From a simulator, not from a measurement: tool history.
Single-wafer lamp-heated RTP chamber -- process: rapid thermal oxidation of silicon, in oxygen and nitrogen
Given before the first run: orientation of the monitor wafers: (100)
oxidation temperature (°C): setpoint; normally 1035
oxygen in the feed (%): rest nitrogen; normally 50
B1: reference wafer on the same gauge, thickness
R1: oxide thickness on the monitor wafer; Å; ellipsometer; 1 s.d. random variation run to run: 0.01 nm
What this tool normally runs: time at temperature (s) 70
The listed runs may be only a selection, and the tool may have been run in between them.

run 1 day=0 | oxidation_temperature_(°C)=1035 time_at_temperature_(s)=87 oxygen_in_the_feed_(%)=50 | B1=6.621 | R1=81.64
-- day=0.079 gauge calibrated
run 2 day=2.138 | oxidation_temperature_(°C)=1035 time_at_temperature_(s)=87 oxygen_in_the_feed_(%)=50 | B1=6.617 | R1=81.78
run 3 day=2.546 | oxidation_temperature_(°C)=1035 time_at_temperature_(s)=70 oxygen_in_the_feed_(%)=50 | B1=6.622 | R1=74.25
run 4 day=3.083 | oxidation_temperature_(°C)=1035 time_at_temperature_(s)=70 oxygen_in_the_feed_(%)=50 | B1=6.619 | R1=74.17
run 5 day=3.55 | oxidation_temperature_(°C)=1035 time_at_temperature_(s)=70 oxygen_in_the_feed_(%)=50 | B1=6.621 | R1=74.01
run 6 day=3.988 | oxidation_temperature_(°C)=1035 time_at_temperature_(s)=70 oxygen_in_the_feed_(%)=56 | B1=6.622 | R1=77.26
run 7 day=4.383 | oxidation_temperature_(°C)=1035 time_at_temperature_(s)=70 oxygen_in_the_feed_(%)=58 | B1=6.617 | R1=78.19
run 8 day=4.988 | oxidation_temperature_(°C)=1035 time_at_temperature_(s)=70 oxygen_in_the_feed_(%)=58 | B1=6.619 | R1=78.55
run 9 day=5.596 | oxidation_temperature_(°C)=1035 time_at_temperature_(s)=70 oxygen_in_the_feed_(%)=58 | B1=6.618 | R1=78.35
-- day=6.371 pyrometer window cleaned and pyrometer calibrated
run 10 day=6.392 | oxidation_temperature_(°C)=1035 time_at_temperature_(s)=70 oxygen_in_the_feed_(%)=50 | B1=6.621 | R1=70.42
run 11 day=6.538 | oxidation_temperature_(°C)=1035 time_at_temperature_(s)=70 oxygen_in_the_feed_(%)=50 | B1=6.615 | R1=70.5
run 12 day=7.058 | oxidation_temperature_(°C)=1035 time_at_temperature_(s)=70 oxygen_in_the_feed_(%)=50 | B1=6.619 | R1=70.5
-- day=7.746 oxygen flow controller replaced
run 13 day=7.767 | oxidation_temperature_(°C)=1051 time_at_temperature_(s)=70 oxygen_in_the_feed_(%)=50 | B1=6.621 | R1=79.09
run 14 day=8.017 | oxidation_temperature_(°C)=1024 time_at_temperature_(s)=81 oxygen_in_the_feed_(%)=71 | B1=6.622 | R1=79.36
run 15 day=8.454 | oxidation_temperature_(°C)=1035 time_at_temperature_(s)=40 oxygen_in_the_feed_(%)=50 | B1=6.619 | R1=55.89
-- day=8.967 gauge calibrated
run 16 day=9.133 | oxidation_temperature_(°C)=1035 time_at_temperature_(s)=70 oxygen_in_the_feed_(%)=38 | B1=6.622 | R1=64.84
run 17 day=9.571 | oxidation_temperature_(°C)=1035 time_at_temperature_(s)=70 oxygen_in_the_feed_(%)=50 | B1=6.616 | R1=71.25
run 18 day=10.142 | oxidation_temperature_(°C)=1052 time_at_temperature_(s)=105 oxygen_in_the_feed_(%)=70 | B1=6.621 | R1=108.78
run 19 day=10.571 | oxidation_temperature_(°C)=1007 time_at_temperature_(s)=40 oxygen_in_the_feed_(%)=74 | B1=6.622 | R1=52.99
run 20 day=10.971 | oxidation_temperature_(°C)=1035 time_at_temperature_(s)=70 oxygen_in_the_feed_(%)=50 | B1=6.62 | R1=71.8
run 21 day=11.362 | oxidation_temperature_(°C)=1052 time_at_temperature_(s)=81 oxygen_in_the_feed_(%)=50 | B1=6.623 | R1=86.09
run 22 day=11.667 | oxidation_temperature_(°C)=1035 time_at_temperature_(s)=70 oxygen_in_the_feed_(%)=80 | B1=6.622 | R1=84.98
run 23 day=12.008 | oxidation_temperature_(°C)=1035 time_at_temperature_(s)=70 oxygen_in_the_feed_(%)=50 | B1=6.621 | R1=71.93
run 24 day=12.304 | oxidation_temperature_(°C)=1048 time_at_temperature_(s)=70 oxygen_in_the_feed_(%)=77 | B1=6.619 | R1=92.07

5 ways to go on from here, each from the tool as it stands after run 24. What would each give?
run A day=12.321 | oxidation_temperature_(°C)=1035 time_at_temperature_(s)=43 oxygen_in_the_feed_(%)=50 | B1=? | R1=?
run B day=12.321 | oxidation_temperature_(°C)=1060 time_at_temperature_(s)=70 oxygen_in_the_feed_(%)=35 | B1=? | R1=?
run C day=12.321 | oxidation_temperature_(°C)=1035 time_at_temperature_(s)=70 oxygen_in_the_feed_(%)=62 | B1=? | R1=?
run D day=12.321 | oxidation_temperature_(°C)=1023 time_at_temperature_(s)=104 oxygen_in_the_feed_(%)=50 | B1=? | R1=?
run E day=12.321 | oxidation_temperature_(°C)=1045 time_at_temperature_(s)=82 oxygen_in_the_feed_(%)=78 | B1=? | R1=?

run=A B1=6.615 R1=58.39
run=B B1=6.615 R1=75.38
run=C B1=6.615 R1=77.85
run=D B1=6.615 R1=79.19
run=E B1=6.615 R1=97.2
Without the tool's hidden state the same runs would have given:
run=A R1=56.71
run=B R1=73.26
run=C R1=75.56
run=D R1=76.82
run=E R1=94.36
